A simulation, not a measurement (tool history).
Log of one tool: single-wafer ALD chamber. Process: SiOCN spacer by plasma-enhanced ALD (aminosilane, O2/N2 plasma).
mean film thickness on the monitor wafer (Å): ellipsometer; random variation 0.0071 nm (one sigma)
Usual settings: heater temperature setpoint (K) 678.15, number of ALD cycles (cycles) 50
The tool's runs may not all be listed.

run,hour,heater temperature setpoint (K),number of ALD cycles (cycles),"read-back reference wafer on the same gauge, thickness_nm",mean film thickness on the monitor wafer (Å)
1,0.0,686.15,50,3.259,27.69
2,12.2,670.15,50,3.261,28.91
3,20.0,670.15,50,3.263,28.72
4,29.2,678.15,53,3.260,30.06
5,38.4,678.15,53,3.257,30.16
6,54.2,678.15,45,3.260,25.50
7,67.6,678.15,45,3.261,25.48
# hour 75.2: gauge calibrated
8,82.6,678.15,50,3.261,28.37
9,92.8,674.15,59,3.261,33.79
# hour 114.9: thermocouple changed; heater temperature recalibrated
10,115.4,689.15,55,3.261,30.10
11,124.7,664.15,55,3.259,31.73
12,141.9,671.15,47,3.260,27.06
13,157.4,672.15,53,3.258,30.46
14,170.6,678.15,53,3.259,30.06

Forecast each of these 4 alternatives for the next run:
A,171.1,678.15,46,?,?
B,171.1,684.15,50,?,?
C,171.1,672.15,50,?,?
D,171.1,666.15,43,?,?

run,"read-back reference wafer on the same gauge, thickness_nm",mean film thickness on the monitor wafer (Å)
A,3.261,26.15
B,3.261,27.83
C,3.261,28.85
D,3.261,24.81
Without the tool's hidden state the same runs would have given:
run,mean film thickness on the monitor wafer (Å)
A,26.15
B,27.83
C,28.85
D,24.81
